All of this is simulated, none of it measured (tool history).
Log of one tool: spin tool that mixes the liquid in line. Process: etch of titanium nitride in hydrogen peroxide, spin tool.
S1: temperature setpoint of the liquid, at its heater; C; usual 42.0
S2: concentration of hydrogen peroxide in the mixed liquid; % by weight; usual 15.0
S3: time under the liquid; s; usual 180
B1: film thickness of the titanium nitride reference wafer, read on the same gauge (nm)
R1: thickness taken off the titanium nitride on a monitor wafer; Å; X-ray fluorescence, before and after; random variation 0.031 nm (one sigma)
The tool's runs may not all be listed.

run   hour    S1    S2   S3       B1     R1
  1    0.0  42.0  15.0  180  150.009  29.82
  2   15.2  42.0  15.0  180  149.978  29.77
  3   35.1  42.0  15.0  180  149.975  29.61
  4   63.7  39.0  15.0  180  149.959  23.11
  5   83.7  42.0  15.0  180  149.965  29.45
      89.2  -- peroxide flow meter replaced
      93.8  -- gauge calibrated
  6  102.5  42.0  15.0  180  149.959  29.65
     131.7  -- heated supply line repaired
  7  135.0  42.0  15.0  180  149.988  40.45
  8  163.0  42.0  15.0  180  149.943  40.22
  9  196.0  42.0  17.0  180  149.954  41.60
     204.1  -- new drum of peroxide connected
 10  222.1  42.0  13.5  180  149.973  39.05
 11  244.7  42.0  15.0  180  150.014  40.44
 12  269.0  37.5  12.0  180  150.002  27.08
     293.2  -- thermometer replaced
 13  303.1  42.0  15.0  135  150.002  28.25

The next listed run, before its measurement:
 14  325.4  42.0  15.0  180   ?   ?

{"run 14": {"B1": 150.042, "R1": 37.3}}
Without the tool's hidden state the same run would have given R1 38.07 Å.
